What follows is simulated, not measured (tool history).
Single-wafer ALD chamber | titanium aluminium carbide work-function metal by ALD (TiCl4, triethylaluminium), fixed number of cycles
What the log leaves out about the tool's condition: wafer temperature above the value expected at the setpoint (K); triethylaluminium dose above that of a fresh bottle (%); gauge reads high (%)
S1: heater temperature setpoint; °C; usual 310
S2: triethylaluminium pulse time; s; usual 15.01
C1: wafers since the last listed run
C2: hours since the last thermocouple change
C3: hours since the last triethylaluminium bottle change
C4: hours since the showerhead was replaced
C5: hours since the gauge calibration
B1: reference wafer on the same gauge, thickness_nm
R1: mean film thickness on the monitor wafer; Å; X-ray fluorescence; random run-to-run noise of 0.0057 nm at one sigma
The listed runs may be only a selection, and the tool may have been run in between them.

| run | hour | S1 | S2 | C1 | C2 | C3 | C4 | C5 | B1 | R1 |
|---|---|---|---|---|---|---|---|---|---|---|
| 1 | 0 | 322 | 15.01 | 0 | 2086.6 | 1226.8 | 6950.6 | 282.5 | 2.628 | 23.02 |
|  | 11.1 | gauge calibrated |
| 2 | 30.1 | 310 | 15.01 | 252 | 2116.7 | 1256.9 | 6980.7 | 19 | 2.628 | 22.11 |
| 3 | 57.5 | 310 | 15.01 | 229 | 2144.1 | 1284.3 | 7008.1 | 46.4 | 2.63 | 22 |
| 4 | 90.9 | 310 | 15.01 | 279 | 2177.5 | 1317.7 | 7041.5 | 79.8 | 2.628 | 22.03 |
| 5 | 121.9 | 310 | 15.01 | 259 | 2208.5 | 1348.7 | 7072.5 | 110.8 | 2.631 | 22.05 |
| 6 | 137 | 310 | 15.01 | 126 | 2223.6 | 1363.8 | 7087.6 | 125.9 | 2.63 | 22.06 |
| 7 | 162.9 | 310 | 15.01 | 216 | 2249.5 | 1389.7 | 7113.5 | 151.8 | 2.632 | 22.02 |
| 8 | 197 | 310 | 15.01 | 285 | 2283.6 | 1423.8 | 7147.6 | 185.9 | 2.631 | 22.05 |
| 9 | 220.1 | 315 | 12.28 | 193 | 2306.7 | 1446.9 | 7170.7 | 209 | 2.631 | 21.37 |
|  | 255 | showerhead replaced |
|  | 286.4 | triethylaluminium bottle replaced |
| 10 | 286.9 | 298 | 10.28 | 425 | 2373.5 | 0.5 | 31.9 | 275.8 | 2.632 | 21.08 |
|  | 298.3 | gauge calibrated |
|  | 312 | thermocouple changed; heater temperature recalibrated |
| 11 | 315.5 | 310 | 15.01 | 172 | 3.5 | 29.1 | 60.5 | 17.2 | 2.631 | 22.93 |
| 12 | 343.8 | 302 | 11.26 | 237 | 31.8 | 57.4 | 88.8 | 45.5 | 2.628 | 21.68 |
| 13 | 371.3 | 310 | 10.43 | 230 | 59.3 | 84.9 | 116.3 | 73 | 2.629 | 21.92 |
| 14 | 404 | 297 | 9.55 | 273 | 92 | 117.6 | 149 | 105.7 | 2.626 | 20.48 |
| 15 | 430.6 | 322 | 18.99 | 222 | 118.6 | 144.2 | 175.6 | 132.3 | 2.631 | 24.11 |

5 ways to go on from here, each from the tool as it stands after run 15. What would each give?
| A | 431 | 310 | 19.64 | 3 | 119 | 144.6 | 176 | 132.7 | ? | ? |
| B | 431 | 305 | 11.35 | 3 | 119 | 144.6 | 176 | 132.7 | ? | ? |
| C | 431 | 315 | 10.38 | 3 | 119 | 144.6 | 176 | 132.7 | ? | ? |
| D | 431 | 321 | 15.01 | 3 | 119 | 144.6 | 176 | 132.7 | ? | ? |
| E | 431 | 319 | 18.76 | 3 | 119 | 144.6 | 176 | 132.7 | ? | ? |

| run | B1 | R1 |
|---|---|---|
| A | 2.629 | 23.13 |
| B | 2.629 | 21.81 |
| C | 2.629 | 22.22 |
| D | 2.629 | 23.86 |
| E | 2.629 | 23.88 |
Without the tool's hidden state the same runs would have given:
| run | R1 |
|---|---|
| A | 23.16 |
| B | 22.16 |
| C | 22.68 |
| D | 23.99 |
| E | 23.92 |
